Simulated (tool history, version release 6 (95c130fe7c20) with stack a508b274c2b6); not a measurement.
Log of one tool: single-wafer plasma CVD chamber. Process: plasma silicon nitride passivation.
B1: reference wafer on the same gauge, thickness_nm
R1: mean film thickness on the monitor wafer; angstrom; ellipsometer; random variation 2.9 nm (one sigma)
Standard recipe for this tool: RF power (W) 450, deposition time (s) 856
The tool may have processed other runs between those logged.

{"run": 1, "hour": 0.0, "RF power (W)": 475, "deposition time (s)": 856, "B1": 1089.317, "R1": 12198.39}
{"run": 2, "hour": 101.5, "RF power (W)": 405, "deposition time (s)": 856, "B1": 1089.382, "R1": 11807.37}
{"run": 3, "hour": 174.1, "RF power (W)": 390, "deposition time (s)": 724, "B1": 1089.552, "R1": 9897.18}
{"run": 4, "hour": 272.4, "RF power (W)": 495, "deposition time (s)": 816, "B1": 1089.734, "R1": 11700.75}
{"run": 5, "hour": 374.8, "RF power (W)": 495, "deposition time (s)": 816, "B1": 1089.454, "R1": 11667.6}
{"run": 6, "hour": 426.6, "RF power (W)": 495, "deposition time (s)": 816, "B1": 1089.803, "R1": 11689.73}
{"run": 7, "hour": 483.6, "RF power (W)": 450, "deposition time (s)": 856, "B1": 1089.809, "R1": 11978.28}
{"hour": 490.3, "done": "gauge calibrated"}
{"run": 8, "hour": 570.3, "RF power (W)": 450, "deposition time (s)": 856, "B1": 1090.076, "R1": 11988.41}
{"hour": 597.6, "done": "showerhead replaced"}
{"run": 9, "hour": 646.2, "RF power (W)": 450, "deposition time (s)": 856, "B1": 1089.607, "R1": 11980.04}
{"hour": 676.1, "done": "RF generator calibrated"}
{"run": 10, "hour": 720.2, "RF power (W)": 450, "deposition time (s)": 856, "B1": 1089.428, "R1": 12062.41}
{"run": 11, "hour": 763.9, "RF power (W)": 410, "deposition time (s)": 966, "B1": 1089.637, "R1": 13352.85}
{"run": 12, "hour": 835.0, "RF power (W)": 450, "deposition time (s)": 856, "B1": 1091.209, "R1": 12108.16}
{"run": 13, "hour": 929.2, "RF power (W)": 485, "deposition time (s)": 973, "B1": 1089.775, "R1": 13928.99}
{"run": 14, "hour": 980.2, "RF power (W)": 380, "deposition time (s)": 856, "B1": 1089.836, "R1": 11706.16}
{"run": 15, "hour": 1040.8, "RF power (W)": 495, "deposition time (s)": 992, "B1": 1089.81, "R1": 14286.44}
{"run": 16, "hour": 1121.9, "RF power (W)": 485, "deposition time (s)": 966, "B1": 1089.849, "R1": 13858.76}
{"run": 17, "hour": 1216.3, "RF power (W)": 510, "deposition time (s)": 974, "B1": 1089.854, "R1": 14084.02}
{"run": 18, "hour": 1260.7, "RF power (W)": 450, "deposition time (s)": 856, "B1": 1088.791, "R1": 12038.41}

Each row is a separate what-if for the run after 18, all from the same tool condition, not one after another. Results?
{"run": "A", "hour": 1261.3, "RF power (W)": 510, "deposition time (s)": 856, "B1": "?", "R1": "?"}
{"run": "B", "hour": 1261.3, "RF power (W)": 525, "deposition time (s)": 962, "B1": "?", "R1": "?"}
{"run": "C", "hour": 1261.3, "RF power (W)": 480, "deposition time (s)": 1014, "B1": "?", "R1": "?"}
{"run": "D", "hour": 1261.3, "RF power (W)": 390, "deposition time (s)": 999, "B1": "?", "R1": "?"}
{"run": "E", "hour": 1261.3, "RF power (W)": 480, "deposition time (s)": 970, "B1": "?", "R1": "?"}

run=A B1=1089.922 R1=12328.04
run=B B1=1089.922 R1=13945.65
run=C B1=1089.922 R1=14407.14
run=D B1=1089.922 R1=13573.19
run=E B1=1089.922 R1=13781.98
The same runs, with their run-to-run variation unchanged, on a tool lacking any hidden condition would have given:
run=A R1=12362.3
run=B R1=13984.4
run=C R1=14447.18
run=D R1=13610.91
run=E R1=13820.28
